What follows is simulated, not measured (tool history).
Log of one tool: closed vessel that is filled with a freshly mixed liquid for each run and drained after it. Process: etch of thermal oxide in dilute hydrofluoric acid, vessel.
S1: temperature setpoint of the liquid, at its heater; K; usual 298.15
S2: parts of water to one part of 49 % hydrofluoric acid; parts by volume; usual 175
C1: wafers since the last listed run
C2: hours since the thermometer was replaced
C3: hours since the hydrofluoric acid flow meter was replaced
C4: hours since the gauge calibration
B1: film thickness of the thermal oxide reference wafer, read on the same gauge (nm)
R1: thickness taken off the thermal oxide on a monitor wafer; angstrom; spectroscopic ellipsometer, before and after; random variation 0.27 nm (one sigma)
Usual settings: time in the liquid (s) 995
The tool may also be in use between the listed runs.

Run 1, hour 0.0: usual settings; C1 0; C2 1012.6; C3 208.6; C4 66.1; B1 130.07. Result: R1 276.0 angstrom.
Run 2, hour 43.9: usual settings; C1 3069; C2 1056.5; C3 252.5; C4 110.0; B1 130.03. Result: R1 275.1 angstrom.
Run 3, hour 112.6: usual settings; C1 4803; C2 1125.2; C3 321.2; C4 178.7; B1 130.02. Result: R1 277.9 angstrom.
Run 4, hour 144.8: usual settings but time in the liquid (s) 735; C1 2251; C2 1157.4; C3 353.4; C4 210.9; B1 130.02. Result: R1 204.9 angstrom.
Run 5, hour 212.4: usual settings; C1 4726; C2 1225.0; C3 421.0; C4 278.5; B1 130.00. Result: R1 276.1 angstrom.
Run 6, hour 276.5: usual settings; C1 4482; C2 1289.1; C3 485.1; C4 342.6; B1 129.99. Result: R1 283.6 angstrom.
Run 7, hour 305.6: usual settings; C1 2034; C2 1318.2; C3 514.2; C4 371.7; B1 130.02. Result: R1 276.9 angstrom.
Run 8, hour 350.6: usual settings; C1 3146; C2 1363.2; C3 559.2; C4 416.7; B1 130.04. Result: R1 281.2 angstrom.
Run 9, hour 404.7: usual settings but S1 301.15 K; C1 3782; C2 1417.3; C3 613.3; C4 470.8; B1 130.03. Result: R1 313.8 angstrom.
Run 10, hour 459.7: usual settings but S1 301.15 K; C1 3845; C2 1472.3; C3 668.3; C4 525.8; B1 130.02. Result: R1 314.3 angstrom.
Run 11, hour 503.6: usual settings but S1 301.15 K; C1 3069; C2 1516.2; C3 712.2; C4 569.7; B1 130.02. Result: R1 316.4 angstrom.
Run 12, hour 533.6: usual settings but S1 294.65 K; C1 2097; C2 1546.2; C3 742.2; C4 599.7; B1 130.01. Result: R1 246.5 angstrom.
Run 13, hour 558.3: usual settings but S1 294.65 K; C1 1727; C2 1570.9; C3 766.9; C4 624.4; B1 129.97. Result: R1 249.1 angstrom.
Run 14, hour 609.7: usual settings; C1 3594; C2 1622.3; C3 818.3; C4 675.8; B1 130.01. Result: R1 282.9 angstrom.
Run 15, hour 651.2: usual settings; C1 2901; C2 1663.8; C3 859.8; C4 717.3; B1 130.01. Result: R1 285.8 angstrom.
Run 16, hour 726.5: usual settings but S1 296.15 K, S2 260 parts by volume, time in the liquid (s) 630; C1 5265; C2 1739.1; C3 935.1; C4 792.6; B1 130.01. Result: R1 103.6 angstrom.
At hour 760.2: thermometer replaced.
Run 17, hour 798.4: usual settings; C1 4957; C2 38.2; C3 1007.0; C4 864.5; B1 129.93. Result: R1 283.8 angstrom.
Run 18, hour 869.8: usual settings but S1 295.15 K, time in the liquid (s) 780; C1 4992; C2 109.6; C3 1078.4; C4 935.9; B1 130.02. Result: R1 202.6 angstrom.
Run 19, hour 918.2: usual settings but S2 140 parts by volume, time in the liquid (s) 560; C1 3384; C2 158.0; C3 1126.8; C4 984.3; B1 130.03. Result: R1 213.2 angstrom.
Run 20, hour 976.3: usual settings but S1 295.65 K; C1 4062; C2 216.1; C3 1184.9; C4 1042.4; B1 130.03. Result: R1 265.2 angstrom.
Run 21, hour 1009.8: usual settings but S1 296.65 K, S2 200 parts by volume, time in the liquid (s) 1445; C1 2342; C2 249.6; C3 1218.4; C4 1075.9; B1 129.97. Result: R1 334.1 angstrom.
Run 22, hour 1052.1: usual settings but S1 295.15 K, S2 200 parts by volume; C1 2957; C2 291.9; C3 1260.7; C4 1118.2; B1 129.99. Result: R1 223.7 angstrom.
At hour 1061.3: hydrofluoric acid flow meter replaced.
Run 23, hour 1112.7: usual settings but S1 294.65 K, S2 210 parts by volume, time in the liquid (s) 1420; C1 4167; C2 352.5; C3 51.4; C4 1178.8; B1 129.97. Result: R1 307.5 angstrom.
Run 24, hour 1167.2: usual settings but S2 260 parts by volume, time in the liquid (s) 470; C1 3810; C2 407.0; C3 105.9; C4 1233.3; B1 130.02. Result: R1 89.7 angstrom.
Run 25, hour 1200.2: usual settings; C1 2307; C2 440.0; C3 138.9; C4 1266.3; B1 129.97. Result: R1 302.3 angstrom.
Run 26, hour 1227.4: usual settings; C1 1901; C2 467.2; C3 166.1; C4 1293.5; B1 129.99. Result: R1 312.8 angstrom.
At hour 1262.0: gauge calibrated.
Run 27, hour 1265.9: usual settings but S1 301.65 K, S2 145 parts by volume; C1 2692; C2 505.7; C3 204.6; C4 3.9; B1 129.96. Result: R1 442.8 angstrom.
Run 28, hour 1291.4: usual settings; C1 1783; C2 531.2; C3 230.1; C4 29.4; B1 130.04. Result: R1 304.0 angstrom.
Run 29, hour 1352.2: usual settings but S1 296.15 K, S2 130 parts by volume, time in the liquid (s) 1335; C1 4251; C2 592.0; C3 290.9; C4 90.2; B1 130.03. Result: R1 546.3 angstrom.
Run 30, hour 1406.8: usual settings but S1 300.65 K, S2 85 parts by volume, time in the liquid (s) 550; C1 3817; C2 646.6; C3 345.5; C4 144.8; B1 130.02. Result: R1 431.1 angstrom.
At hour 1452.3: hydrofluoric acid flow meter replaced, repeated, since the last time left the tool worse.
Run 31, hour 1562.0: usual settings; C1 10782; C2 801.8; C3 109.7; C4 300.0; B1 130.00. Result: R1 271.1 angstrom.
Run 32, hour 1731.7: usual settings but S1 303.15 K, S2 255 parts by volume, time in the liquid (s) 465; C1 11865; C2 971.5; C3 279.4; C4 469.7; B1 130.03. Result: R1 97.6 angstrom.
Run 33, hour 1759.3: usual settings but S1 293.65 K, S2 260 parts by volume, time in the liquid (s) 1540; C1 1929; C2 999.1; C3 307.0; C4 497.3; B1 129.99. Result: R1 223.0 angstrom.

What the log doesn't show, run by run:
liquid hotter than its thermometer reads (K): 0 in every run
gauge reads high (%): 0 in every run
H1: hydrofluoric acid flow above the setpoint (%)
run    H1
  1  1.79
  2     2
  3  2.32
  4  2.47
  5  2.78
  6  3.08
  7  3.21
  8  3.42
  9  3.67
 10  3.93
 11  4.13
 12  4.27
 13  4.39
 14  4.63
 15  4.82
 16  5.17
 17   5.5
 18  5.83
 19  6.06
 20  6.33
 21  6.48
 22  6.68
 23    11
 24  11.2
 25  11.4
 26  11.5
 27  11.7
 28  11.8
 29  12.1
 30  12.3
 31  1.23
 32  2.02
 33  2.15
